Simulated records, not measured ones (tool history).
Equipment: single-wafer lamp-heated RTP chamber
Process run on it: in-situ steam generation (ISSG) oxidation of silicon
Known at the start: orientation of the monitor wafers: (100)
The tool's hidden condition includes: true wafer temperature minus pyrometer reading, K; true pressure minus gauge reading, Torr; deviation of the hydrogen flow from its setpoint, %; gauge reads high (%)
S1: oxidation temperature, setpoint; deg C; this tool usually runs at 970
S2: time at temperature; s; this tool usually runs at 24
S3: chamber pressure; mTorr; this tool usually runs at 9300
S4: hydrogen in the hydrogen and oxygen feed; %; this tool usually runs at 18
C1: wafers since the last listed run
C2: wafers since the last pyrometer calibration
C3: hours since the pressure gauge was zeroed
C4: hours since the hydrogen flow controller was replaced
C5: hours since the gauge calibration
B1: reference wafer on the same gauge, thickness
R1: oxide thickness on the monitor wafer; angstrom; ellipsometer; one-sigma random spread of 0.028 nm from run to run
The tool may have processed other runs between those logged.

Run 1, hour 0: usual settings; C1 0; C2 1585; C3 3510.8; C4 2709.9; C5 3292.1; B1 6.271. Result: R1 55.47 angstrom.
At hour 71: gauge calibrated.
Run 2, hour 81.9: usual settings; C1 569; C2 2154; C3 3592.7; C4 2791.8; C5 10.9; B1 5.962. Result: R1 51.79 angstrom.
Run 3, hour 186.8: usual settings; C1 729; C2 2884; C3 3697.6; C4 2896.7; C5 115.8; B1 5.957. Result: R1 52.56 angstrom.
Run 4, hour 260.2: usual settings; C1 510; C2 3394; C3 3771; C4 2970.1; C5 189.2; B1 5.969. Result: R1 52.3 angstrom.
Run 5, hour 333.5: usual settings but S1 982 deg C, S4 11 %; C1 509; C2 3904; C3 3844.3; C4 3043.4; C5 262.5; B1 5.974. Result: R1 49.74 angstrom.
At hour 417.8: hydrogen flow controller replaced.
Run 6, hour 423.2: usual settings but S1 955 deg C, S3 9900 mTorr, S4 15 %; C1 568; C2 4472; C3 3934; C4 5.4; C5 352.2; B1 5.978. Result: R1 48.21 angstrom.
Run 7, hour 483.7: usual settings but S1 958 deg C; C1 420; C2 4893; C3 3994.5; C4 65.9; C5 412.7; B1 5.997. Result: R1 49.84 angstrom.
At hour 534.8: pyrometer window cleaned and pyrometer calibrated.
At hour 564.4: pressure gauge zeroed.
Run 8, hour 589.9: usual settings; C1 627; C2 327; C3 25.5; C4 172.1; C5 518.9; B1 5.996. Result: R1 52.49 angstrom.
Run 9, hour 682: usual settings but S2 31 s, S4 12 %; C1 640; C2 967; C3 117.6; C4 264.2; C5 611; B1 6.01. Result: R1 54.6 angstrom.
Run 10, hour 779.7: usual settings; C1 679; C2 1647; C3 215.3; C4 361.9; C5 708.7; B1 6.045. Result: R1 53.45 angstrom.
Run 11, hour 818.2: usual settings; C1 267; C2 1915; C3 253.8; C4 400.4; C5 747.2; B1 6.031. Result: R1 52.97 angstrom.
Run 12, hour 919.2: usual settings but S1 981 deg C, S2 27 s, S4 22 %; C1 702; C2 2617; C3 354.8; C4 501.4; C5 848.2; B1 6.037. Result: R1 60.33 angstrom.
Run 13, hour 964.3: usual settings but S1 961 deg C, S2 28 s, S3 8300 mTorr; C1 313; C2 2931; C3 399.9; C4 546.5; C5 893.3; B1 6.046. Result: R1 56.24 angstrom.
Run 14, hour 1004: usual settings; C1 276; C2 3207; C3 439.6; C4 586.2; C5 933; B1 6.06. Result: R1 53.36 angstrom.
Run 15, hour 1081.2: usual settings but S1 953 deg C, S3 10200 mTorr, S4 11 %; C1 536; C2 3744; C3 516.8; C4 663.4; C5 1010.2; B1 6.055. Result: R1 44.5 angstrom.
Run 16, hour 1166.6: usual settings but S3 8200 mTorr; C1 593; C2 4338; C3 602.2; C4 748.8; C5 1095.6; B1 6.073. Result: R1 53.63 angstrom.
Run 17, hour 1247.1: usual settings; C1 559; C2 4898; C3 682.7; C4 829.3; C5 1176.1; B1 6.063. Result: R1 52.95 angstrom.
Run 18, hour 1353.3: usual settings but S1 958 deg C, S2 27 s, S3 8300 mTorr, S4 11 %; C1 738; C2 5636; C3 788.9; C4 935.5; C5 1282.3; B1 6.085. Result: R1 49.45 angstrom.
Run 19, hour 1414.7: usual settings but S1 976 deg C, S2 18 s, S3 10200 mTorr, S4 11 %; C1 427; C2 6063; C3 850.3; C4 996.9; C5 1343.7; B1 6.098. Result: R1 42.9 angstrom.
At hour 1459.1: pyrometer window cleaned and pyrometer calibrated.
Run 20, hour 1459.6: usual settings but S1 962 deg C, S2 17 s; C1 256; C2 3; C3 895.2; C4 1041.8; C5 1388.6; B1 6.1. Result: R1 44.76 angstrom.
Run 21, hour 1540.3: usual settings; C1 561; C2 564; C3 975.9; C4 1122.5; C5 1469.3; B1 6.109. Result: R1 53.27 angstrom.
Run 22, hour 1599.2: usual settings but S4 15 %; C1 409; C2 974; C3 1034.8; C4 1181.4; C5 1528.2; B1 6.108. Result: R1 51.36 angstrom.
Run 23, hour 1684.7: usual settings; C1 594; C2 1568; C3 1120.3; C4 1266.9; C5 1613.7; B1 6.136. Result: R1 53.41 angstrom.
Run 24, hour 1889.4: usual settings but S2 15 s, S3 10200 mTorr; C1 1423; C2 2992; C3 1325; C4 1471.6; C5 1818.4; B1 6.131. Result: R1 43.5 angstrom.
Run 25, hour 1956.4: usual settings; C1 465; C2 3458; C3 1392; C4 1538.6; C5 1885.4; B1 6.145. Result: R1 53.74 angstrom.
Run 26, hour 2027: usual settings; C1 491; C2 3949; C3 1462.6; C4 1609.2; C5 1956; B1 6.16. Result: R1 54.08 angstrom.
Run 27, hour 2077.3: usual settings but S4 23 %; C1 349; C2 4299; C3 1512.9; C4 1659.5; C5 2006.3; B1 6.172. Result: R1 56.89 angstrom.
Run 28, hour 2173.6: usual settings but S2 19 s, S3 7800 mTorr, S4 25 %; C1 669; C2 4968; C3 1609.2; C4 1755.8; C5 2102.6; B1 6.177. Result: R1 53.38 angstrom.
Run 29, hour 2234.5: usual settings but S3 10200 mTorr; C1 423; C2 5392; C3 1670.1; C4 1816.7; C5 2163.5; B1 6.179. Result: R1 52.92 angstrom.
Run 30, hour 2278.3: usual settings but S2 31 s, S3 8500 mTorr, S4 12 %; C1 304; C2 5697; C3 1713.9; C4 1860.5; C5 2207.3; B1 6.179. Result: R1 56.8 angstrom.

Alternative continuations, all from the tool just after run 30; predict every row:
Run A, hour 2278.7: usual settings; C1 2; C2 5699; C3 1714.3; C4 1860.9; C5 2207.7; B1 ?. Result: R1 ?.
Run B, hour 2278.7: usual settings but S1 957 deg C, S2 16 s, S3 10200 mTorr, S4 24 %; C1 2; C2 5699; C3 1714.3; C4 1860.9; C5 2207.7; B1 ?. Result: R1 ?.
Run C, hour 2278.7: usual settings but S2 20 s, S4 12 %; C1 2; C2 5699; C3 1714.3; C4 1860.9; C5 2207.7; B1 ?. Result: R1 ?.
Run D, hour 2278.7: usual settings but S1 988 deg C, S2 19 s, S3 8400 mTorr, S4 27 %; C1 2; C2 5699; C3 1714.3; C4 1860.9; C5 2207.7; B1 ?. Result: R1 ?.
Run E, hour 2278.7: usual settings but S1 989 deg C, S2 33 s, S3 10000 mTorr, S4 27 %; C1 2; C2 5699; C3 1714.3; C4 1860.9; C5 2207.7; B1 ?. Result: R1 ?.

run     B1     R1
  A  6.178  53.96
  B  6.178  45.65
  C  6.178  45.74
  D  6.178  57.51
  E  6.178  72.74
With the hidden condition removed and each run's random variation left untouched, the same runs would have given:
run     R1
  A  51.59
  B  43.64
  C  43.73
  D  54.99
  E  69.54
